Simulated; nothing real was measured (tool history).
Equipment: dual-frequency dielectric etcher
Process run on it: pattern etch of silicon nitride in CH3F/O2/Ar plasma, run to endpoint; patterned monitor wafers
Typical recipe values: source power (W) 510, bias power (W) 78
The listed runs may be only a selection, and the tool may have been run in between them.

| run | day | source power (W) | bias power (W) | wafers since the last listed run | hours since the last wet clean | hours since the last source power generator calibration | hours since the last bias power generator calibration | hours since the last upper electrode change | incoming incoming film thickness, nm | endpoint time (s) |
|---|---|---|---|---|---|---|---|---|---|---|
| 1 | 0 | 510 | 71 | 0 | 141.6 | 2346.9 | 3912.7 | 1436.3 | 46.25 | 63.2 |
| 2 | 3.771 | 510 | 71 | 863 | 232.1 | 2437.4 | 4003.2 | 1526.8 | 46.2 | 62.4 |
| 3 | 7.992 | 510 | 71 | 967 | 333.4 | 2538.7 | 4104.5 | 1628.1 | 46.32 | 63.3 |
|  | 10.692 | wet clean of the chamber |
| 4 | 10.796 | 510 | 78 | 413 | 2.5 | 2606 | 4171.8 | 1695.4 | 46.13 | 63.1 |
| 5 | 13.088 | 510 | 78 | 525 | 57.5 | 2661 | 4226.8 | 1750.4 | 46.37 | 62.3 |
|  | 16.575 | bias power generator calibrated |
| 6 | 17.021 | 510 | 78 | 863 | 151.9 | 2755.4 | 10.7 | 1844.8 | 46.75 | 62.1 |
| 7 | 20.725 | 450 | 85 | 848 | 240.8 | 2844.3 | 99.6 | 1933.7 | 46.59 | 62.5 |
| 8 | 23.392 | 460 | 93 | 610 | 304.8 | 2908.3 | 163.6 | 1997.7 | 46.19 | 58.7 |
| 9 | 26.429 | 460 | 93 | 695 | 377.7 | 2981.2 | 236.5 | 2070.6 | 46.21 | 57.4 |
|  | 28.312 | wet clean of the chamber |
| 10 | 28.333 | 510 | 84 | 207 | 0.5 | 3026.9 | 282.2 | 2116.3 | 46.5 | 61 |
| 11 | 29.842 | 400 | 87 | 345 | 36.7 | 3063.1 | 318.4 | 2152.5 | 46.73 | 65.1 |
| 12 | 32.242 | 510 | 68 | 549 | 94.3 | 3120.7 | 376 | 2210.1 | 46.4 | 64.1 |
| 13 | 34.196 | 510 | 93 | 447 | 141.2 | 3167.6 | 422.9 | 2257 | 46.54 | 58.2 |
|  | 35.55 | upper electrode replaced |
| 14 | 35.804 | 510 | 78 | 139 | 179.8 | 3206.2 | 461.5 | 6.1 | 45.73 | 60.8 |
|  | 38.075 | source power generator calibrated |
| 15 | 38.096 | 460 | 93 | 486 | 234.8 | 0.5 | 516.5 | 61.1 | 46.14 | 59.2 |
| 16 | 41.333 | 550 | 95 | 741 | 312.5 | 78.2 | 594.2 | 138.8 | 46.49 | 55 |
| 17 | 43.925 | 630 | 88 | 593 | 374.7 | 140.4 | 656.4 | 201 | 46.17 | 53 |
|  | 48.217 | wet clean of the chamber |
| 18 | 48.238 | 470 | 78 | 758 | 0.5 | 243.9 | 759.9 | 304.5 | 46.03 | 63.9 |
| 19 | 51.588 | 510 | 78 | 767 | 80.9 | 324.3 | 840.3 | 384.9 | 46.54 | 62.3 |

Each row is a separate what-if for the run after 19, all from the same tool condition, not one after another. Results?
| A | 51.604 | 540 | 78 | 3 | 81.3 | 324.7 | 840.7 | 385.3 | 46.26 | ? |
| B | 51.604 | 410 | 78 | 3 | 81.3 | 324.7 | 840.7 | 385.3 | 46.26 | ? |
| C | 51.604 | 630 | 78 | 3 | 81.3 | 324.7 | 840.7 | 385.3 | 46.26 | ? |
| D | 51.604 | 420 | 88 | 3 | 81.3 | 324.7 | 840.7 | 385.3 | 46.26 | ? |

| run | endpoint time (s) |
|---|---|
| A | 60.4 |
| B | 66.3 |
| C | 57.3 |
| D | 62.8 |
With no hidden state in the tool, these same runs would have given:
| run | endpoint time (s) |
|---|---|
| A | 61.2 |
| B | 67.2 |
| C | 58 |
| D | 63.6 |
